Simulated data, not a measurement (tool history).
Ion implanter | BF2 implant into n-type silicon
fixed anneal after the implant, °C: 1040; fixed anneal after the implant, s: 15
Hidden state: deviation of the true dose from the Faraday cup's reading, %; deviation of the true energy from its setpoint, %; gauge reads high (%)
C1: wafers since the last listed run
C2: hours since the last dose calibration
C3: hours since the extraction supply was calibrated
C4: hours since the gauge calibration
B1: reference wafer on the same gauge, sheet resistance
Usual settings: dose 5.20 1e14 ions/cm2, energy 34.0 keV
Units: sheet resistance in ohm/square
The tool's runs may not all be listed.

run 1 hour=0.0 | dose=5.20 energy=34.0 | C1=0 C2=513.1 C3=2239.1 C4=578.0 | B1=278.11 | sheet_resistance=239.01
run 2 hour=67.4 | dose=5.20 energy=34.0 | C1=1026 C2=580.5 C3=2306.5 C4=645.4 | B1=277.10 | sheet_resistance=239.65
run 3 hour=114.2 | dose=5.20 energy=25.0 | C1=712 C2=627.3 C3=2353.3 C4=692.2 | B1=276.73 | sheet_resistance=245.04
run 4 hour=173.2 | dose=5.20 energy=34.0 | C1=898 C2=686.3 C3=2412.3 C4=751.2 | B1=277.56 | sheet_resistance=236.07
run 5 hour=241.4 | dose=5.20 energy=34.0 | C1=1038 C2=754.5 C3=2480.5 C4=819.4 | B1=277.20 | sheet_resistance=234.55
run 6 hour=307.7 | dose=5.20 energy=34.0 | C1=1009 C2=820.8 C3=2546.8 C4=885.7 | B1=277.21 | sheet_resistance=236.05
run 7 hour=356.9 | dose=5.20 energy=34.0 | C1=749 C2=870.0 C3=2596.0 C4=934.9 | B1=277.52 | sheet_resistance=236.38
-- hour=379.5 extraction supply calibrated
run 8 hour=427.9 | dose=5.20 energy=34.0 | C1=959 C2=941.0 C3=48.4 C4=1005.9 | B1=276.80 | sheet_resistance=233.02
-- hour=488.0 Faraday cup replaced and dose calibrated
run 9 hour=490.8 | dose=5.98 energy=34.0 | C1=836 C2=2.8 C3=111.3 C4=1068.8 | B1=276.61 | sheet_resistance=226.64
run 10 hour=530.7 | dose=5.20 energy=34.0 | C1=607 C2=42.7 C3=151.2 C4=1108.7 | B1=277.19 | sheet_resistance=254.49
run 11 hour=577.0 | dose=5.20 energy=34.0 | C1=705 C2=89.0 C3=197.5 C4=1155.0 | B1=276.27 | sheet_resistance=258.42
-- hour=623.1 Faraday cup replaced and dose calibrated, repeated, since the last time left the tool worse
run 12 hour=623.6 | dose=3.73 energy=42.5 | C1=587 C2=0.5 C3=244.1 C4=1201.6 | B1=277.12 | sheet_resistance=311.57
-- hour=633.4 gauge calibrated
run 13 hour=642.1 | dose=3.90 energy=27.0 | C1=281 C2=19.0 C3=262.6 C4=8.7 | B1=277.38 | sheet_resistance=312.39
run 14 hour=720.4 | dose=4.42 energy=43.5 | C1=1192 C2=97.3 C3=340.9 C4=87.0 | B1=277.47 | sheet_resistance=272.76
run 15 hour=789.1 | dose=4.41 energy=30.5 | C1=1046 C2=166.0 C3=409.6 C4=155.7 | B1=277.42 | sheet_resistance=279.87
run 16 hour=824.4 | dose=6.36 energy=37.5 | C1=537 C2=201.3 C3=444.9 C4=191.0 | B1=276.42 | sheet_resistance=201.08
run 17 hour=860.7 | dose=6.51 energy=42.5 | C1=552 C2=237.6 C3=481.2 C4=227.3 | B1=277.81 | sheet_resistance=194.26
run 18 hour=964.3 | dose=4.19 energy=22.5 | C1=1578 C2=341.2 C3=584.8 C4=330.9 | B1=277.21 | sheet_resistance=300.52

Forecast each of these 5 alternatives for the next run:
run A hour=964.7 | dose=5.20 energy=28.5 | C1=6 C2=341.6 C3=585.2 C4=331.3 | B1=? | sheet_resistance=?
run B hour=964.7 | dose=5.20 energy=38.5 | C1=6 C2=341.6 C3=585.2 C4=331.3 | B1=? | sheet_resistance=?
run C hour=964.7 | dose=4.21 energy=38.0 | C1=6 C2=341.6 C3=585.2 C4=331.3 | B1=? | sheet_resistance=?
run D hour=964.7 | dose=6.06 energy=34.0 | C1=6 C2=341.6 C3=585.2 C4=331.3 | B1=? | sheet_resistance=?
run E hour=964.7 | dose=4.57 energy=45.0 | C1=6 C2=341.6 C3=585.2 C4=331.3 | B1=? | sheet_resistance=?

run=A B1=277.01 sheet_resistance=242.63
run=B B1=277.01 sheet_resistance=235.54
run=C B1=277.01 sheet_resistance=282.22
run=D B1=277.01 sheet_resistance=209.48
run=E B1=277.01 sheet_resistance=259.41
Without the tool's hidden state the same runs would have given:
run=A sheet_resistance=243.31
run=B sheet_resistance=236.22
run=C sheet_resistance=283.03
run=D sheet_resistance=210.08
run=E sheet_resistance=260.16
